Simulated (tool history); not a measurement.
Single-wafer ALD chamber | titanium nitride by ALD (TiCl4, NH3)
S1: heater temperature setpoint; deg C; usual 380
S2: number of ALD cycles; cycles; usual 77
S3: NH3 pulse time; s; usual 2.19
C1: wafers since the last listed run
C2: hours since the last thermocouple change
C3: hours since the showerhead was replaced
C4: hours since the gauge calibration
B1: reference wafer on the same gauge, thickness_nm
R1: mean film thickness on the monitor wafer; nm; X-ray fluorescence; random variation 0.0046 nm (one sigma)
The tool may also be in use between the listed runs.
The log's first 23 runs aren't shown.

{"run": 24, "day": 27.467, "S1": 368, "S2": 84, "S3": 1.35, "C1": 89, "C2": 376.5, "C3": 304.8, "C4": 215.7, "B1": 1.5, "R1": 1.756}
{"run": 25, "day": 28.379, "S1": 367, "S2": 69, "S3": 1.39, "C1": 57, "C2": 398.4, "C3": 326.7, "C4": 237.6, "B1": 1.5, "R1": 1.437}
{"run": 26, "day": 29.442, "S1": 367, "S2": 70, "S3": 1.38, "C1": 67, "C2": 423.9, "C3": 352.2, "C4": 263.1, "B1": 1.501, "R1": 1.461}
{"run": 27, "day": 30.362, "S1": 367, "S2": 77, "S3": 2.19, "C1": 58, "C2": 446.0, "C3": 374.3, "C4": 285.2, "B1": 1.501, "R1": 1.646}
{"run": 28, "day": 31.25, "S1": 380, "S2": 77, "S3": 2.19, "C1": 56, "C2": 467.3, "C3": 395.6, "C4": 306.5, "B1": 1.501, "R1": 1.682}
{"run": 29, "day": 32.642, "S1": 376, "S2": 62, "S3": 1.57, "C1": 88, "C2": 500.7, "C3": 429.0, "C4": 339.9, "B1": 1.5, "R1": 1.332}
{"run": 30, "day": 33.946, "S1": 387, "S2": 77, "S3": 2.19, "C1": 82, "C2": 532.0, "C3": 460.3, "C4": 371.2, "B1": 1.5, "R1": 1.698}
{"run": 31, "day": 34.967, "S1": 392, "S2": 71, "S3": 2.19, "C1": 64, "C2": 556.5, "C3": 484.8, "C4": 395.7, "B1": 1.501, "R1": 1.572}
{"run": 32, "day": 35.6, "S1": 380, "S2": 63, "S3": 2.19, "C1": 40, "C2": 571.7, "C3": 500.0, "C4": 410.9, "B1": 1.499, "R1": 1.381}
{"run": 33, "day": 36.421, "S1": 387, "S2": 69, "S3": 1.69, "C1": 52, "C2": 591.4, "C3": 519.7, "C4": 430.6, "B1": 1.5, "R1": 1.51}

Forecast each of these 4 alternatives for the next run:
{"run": "A", "day": 36.446, "S1": 380, "S2": 77, "S3": 2.19, "C1": 1, "C2": 592.0, "C3": 520.3, "C4": 431.2, "B1": "?", "R1": "?"}
{"run": "B", "day": 36.446, "S1": 387, "S2": 77, "S3": 1.89, "C1": 1, "C2": 592.0, "C3": 520.3, "C4": 431.2, "B1": "?", "R1": "?"}
{"run": "C", "day": 36.446, "S1": 370, "S2": 77, "S3": 2.19, "C1": 1, "C2": 592.0, "C3": 520.3, "C4": 431.2, "B1": "?", "R1": "?"}
{"run": "D", "day": 36.446, "S1": 392, "S2": 82, "S3": 2.19, "C1": 1, "C2": 592.0, "C3": 520.3, "C4": 431.2, "B1": "?", "R1": "?"}

run=A B1=1.499 R1=1.681
run=B B1=1.499 R1=1.684
run=C B1=1.499 R1=1.656
run=D B1=1.499 R1=1.811
Without the tool's hidden state the same runs would have given:
run=A R1=1.681
run=B R1=1.684
run=C R1=1.656
run=D R1=1.811
